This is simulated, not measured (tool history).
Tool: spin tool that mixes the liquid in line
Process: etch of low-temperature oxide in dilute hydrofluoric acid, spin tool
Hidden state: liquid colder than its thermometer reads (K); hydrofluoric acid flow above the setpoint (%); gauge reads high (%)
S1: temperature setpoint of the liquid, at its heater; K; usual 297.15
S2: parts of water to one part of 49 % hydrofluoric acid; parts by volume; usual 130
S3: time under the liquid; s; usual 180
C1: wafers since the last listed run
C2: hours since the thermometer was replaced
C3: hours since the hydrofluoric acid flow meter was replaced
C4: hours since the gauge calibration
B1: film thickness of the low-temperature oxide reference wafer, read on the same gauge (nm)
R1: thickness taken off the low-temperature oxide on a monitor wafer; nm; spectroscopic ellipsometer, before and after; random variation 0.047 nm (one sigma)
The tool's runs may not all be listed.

Run 1, hour 0.0: usual settings but S3 265 s; C1 0; C2 676.8; C3 132.8; C4 946.9; B1 138.25. Result: R1 20.35 nm.
Run 2, hour 55.3: usual settings but S2 115 parts by volume; C1 426; C2 732.1; C3 188.1; C4 1002.2; B1 138.17. Result: R1 15.88 nm.
Run 3, hour 86.2: usual settings but S2 115 parts by volume; C1 238; C2 763.0; C3 219.0; C4 1033.1; B1 138.11. Result: R1 16.06 nm.
Run 4, hour 129.9: usual settings but S2 115 parts by volume; C1 337; C2 806.7; C3 262.7; C4 1076.8; B1 138.09. Result: R1 16.04 nm.
At hour 138.4: thermometer replaced.
Run 5, hour 200.3: usual settings but S2 175 parts by volume; C1 535; C2 61.9; C3 333.1; C4 1147.2; B1 137.92. Result: R1 9.79 nm.
Run 6, hour 244.7: usual settings but S2 175 parts by volume; C1 342; C2 106.3; C3 377.5; C4 1191.6; B1 137.82. Result: R1 9.82 nm.
Run 7, hour 285.9: usual settings but S2 175 parts by volume; C1 317; C2 147.5; C3 418.7; C4 1232.8; B1 137.81. Result: R1 9.77 nm.
Run 8, hour 320.2: usual settings but S1 294.15 K, S2 105 parts by volume; C1 264; C2 181.8; C3 453.0; C4 1267.1; B1 137.70. Result: R1 15.60 nm.
Run 9, hour 379.9: usual settings but S1 294.15 K, S2 105 parts by volume; C1 460; C2 241.5; C3 512.7; C4 1326.8; B1 137.61. Result: R1 15.60 nm.
At hour 587.8: gauge calibrated.
Run 10, hour 588.7: usual settings but S2 175 parts by volume, S3 240 s; C1 1611; C2 450.3; C3 721.5; C4 0.9; B1 139.84. Result: R1 13.20 nm.
Run 11, hour 629.3: usual settings but S2 175 parts by volume, S3 240 s; C1 313; C2 490.9; C3 762.1; C4 41.5; B1 139.78. Result: R1 13.25 nm.
Run 12, hour 697.4: usual settings but S2 175 parts by volume, S3 240 s; C1 525; C2 559.0; C3 830.2; C4 109.6; B1 139.72. Result: R1 13.21 nm.
Run 13, hour 743.3: usual settings; C1 354; C2 604.9; C3 876.1; C4 155.5; B1 139.62. Result: R1 14.13 nm.
Run 14, hour 788.2: usual settings; C1 346; C2 649.8; C3 921.0; C4 200.4; B1 139.52. Result: R1 14.10 nm.
Run 15, hour 834.6: usual settings; C1 358; C2 696.2; C3 967.4; C4 246.8; B1 139.43. Result: R1 14.05 nm.
Run 16, hour 892.2: usual settings; C1 444; C2 753.8; C3 1025.0; C4 304.4; B1 139.33. Result: R1 14.02 nm.
At hour 930.3: thermometer replaced.
Run 17, hour 947.4: usual settings but S1 302.15 K, S2 170 parts by volume, S3 145 s; C1 418; C2 17.1; C3 1080.2; C4 359.6; B1 139.31. Result: R1 9.91 nm.

The next listed run, before its measurement:
Run 18, hour 983.4: usual settings; C1 277; C2 53.1; C3 1116.2; C4 395.6; B1 ?. Result: R1 ?.

Run 18 gave B1 139.25, R1 14.03 nm.
Without the tool's hidden state the same run would have given R1 14.11 nm.
